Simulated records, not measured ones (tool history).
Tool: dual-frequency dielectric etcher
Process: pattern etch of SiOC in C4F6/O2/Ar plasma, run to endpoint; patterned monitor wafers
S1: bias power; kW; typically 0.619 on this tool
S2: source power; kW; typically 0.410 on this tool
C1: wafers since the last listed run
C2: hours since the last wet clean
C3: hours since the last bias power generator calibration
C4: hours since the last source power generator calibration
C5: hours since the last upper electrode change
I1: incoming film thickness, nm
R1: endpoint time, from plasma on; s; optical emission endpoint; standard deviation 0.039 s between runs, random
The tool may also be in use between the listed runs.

run	hour	S1	S2	C1	C2	C3	C4	C5	I1	R1
1	0.0	0.619	0.410	0	29.9	910.9	2575.7	2505.8	27.40	7.9
2	49.3	0.619	0.410	1047	79.2	960.2	2625.0	2555.1	27.46	7.9
3	120.7	0.619	0.370	1517	150.6	1031.6	2696.4	2626.5	27.34	8.2
4	215.8	0.619	0.370	2021	245.7	1126.7	2791.5	2721.6	27.01	8.1
5	271.1	0.726	0.410	1175	301.0	1182.0	2846.8	2776.9	27.48	7.3
6	348.0	0.726	0.410	1634	377.9	1258.9	2923.7	2853.8	27.48	7.3
7	393.0	0.726	0.410	956	422.9	1303.9	2968.7	2898.8	27.13	7.2
# hour 441.3: wet clean of the chamber
8	487.1	0.619	0.410	1489	45.8	1398.0	3062.8	2992.9	27.25	7.8
9	589.5	0.619	0.410	2176	148.2	1500.4	3165.2	3095.3	27.20	7.8
10	661.1	0.619	0.410	1521	219.8	1572.0	3236.8	3166.9	27.20	7.7
11	725.2	0.619	0.410	1362	283.9	1636.1	3300.9	3231.0	27.20	7.7
12	810.4	0.619	0.410	1810	369.1	1721.3	3386.1	3316.2	27.31	7.7
13	873.7	0.619	0.410	1345	432.4	1784.6	3449.4	3379.5	27.41	7.6
14	931.7	0.619	0.410	1232	490.4	1842.6	3507.4	3437.5	27.04	7.5
# hour 1006.9: upper electrode replaced, of another model than before
# hour 1019.0: wet clean of the chamber
15	1036.4	0.619	0.410	1458	17.4	1947.3	3612.1	29.5	27.30	7.7
16	1088.3	0.619	0.330	1103	69.3	1999.2	3664.0	81.4	27.61	9.4
17	1176.5	0.619	0.410	1874	157.5	2087.4	3752.2	169.6	27.31	7.8
# hour 1222.3: source power generator calibrated
18	1224.3	0.576	0.480	930	205.3	2135.2	2.0	217.4	27.20	7.2
19	1267.3	0.703	0.460	913	248.3	2178.2	45.0	260.4	27.13	6.6
20	1370.4	0.722	0.490	2191	351.4	2281.3	148.1	363.5	27.10	6.2
21	1430.9	0.619	0.410	1285	411.9	2341.8	208.6	424.0	27.19	7.7
22	1477.4	0.705	0.360	988	458.4	2388.3	255.1	470.5	27.32	7.9
# hour 1560.5: wet clean of the chamber
23	1565.4	0.619	0.470	1360	4.9	2476.3	343.1	558.5	27.20	7.1
24	1630.8	0.619	0.410	1389	70.3	2541.7	408.5	623.9	27.09	7.7
25	1674.2	0.619	0.410	922	113.7	2585.1	451.9	667.3	27.59	7.8
# hour 1691.0: bias power generator calibrated
26	1711.2	0.669	0.350	701	150.7	20.2	488.9	704.3	27.08	8.4
27	1779.7	0.619	0.410	1455	219.2	88.7	557.4	772.8	27.41	7.8
28	1838.2	0.619	0.470	1243	277.7	147.2	615.9	831.3	27.65	7.1
29	1877.1	0.697	0.330	826	316.6	186.1	654.8	870.2	27.40	8.6
30	1963.4	0.769	0.370	1834	402.9	272.4	741.1	956.5	27.37	7.3
31	2055.6	0.619	0.410	1959	495.1	364.6	833.3	1048.7	27.56	7.7
32	2101.9	0.730	0.360	984	541.4	410.9	879.6	1095.0	27.33	7.7
# hour 2153.0: wet clean of the chamber
33	2171.2	0.759	0.460	962	18.2	480.2	948.9	1164.3	27.31	6.4
34	2252.0	0.739	0.460	1717	99.0	561.0	1029.7	1245.1	27.27	6.6
35	2335.2	0.619	0.410	1768	182.2	644.2	1112.9	1328.3	27.22	7.7
36	2382.8	0.698	0.510	1011	229.8	691.8	1160.5	1375.9	27.00	6.2

Each row is a separate what-if for the run after 36, all from the same tool condition, not one after another. Results?
A	2383.2	0.580	0.410	8	230.2	692.2	1160.9	1376.3	27.65	?
B	2383.2	0.683	0.410	8	230.2	692.2	1160.9	1376.3	27.65	?
C	2383.2	0.508	0.340	8	230.2	692.2	1160.9	1376.3	27.65	?

run	R1
A	8.2
B	7.4
C	10.4
Without the tool's unlogged condition, the same runs would have read:
run	R1
A	8.2
B	7.5
C	10.5

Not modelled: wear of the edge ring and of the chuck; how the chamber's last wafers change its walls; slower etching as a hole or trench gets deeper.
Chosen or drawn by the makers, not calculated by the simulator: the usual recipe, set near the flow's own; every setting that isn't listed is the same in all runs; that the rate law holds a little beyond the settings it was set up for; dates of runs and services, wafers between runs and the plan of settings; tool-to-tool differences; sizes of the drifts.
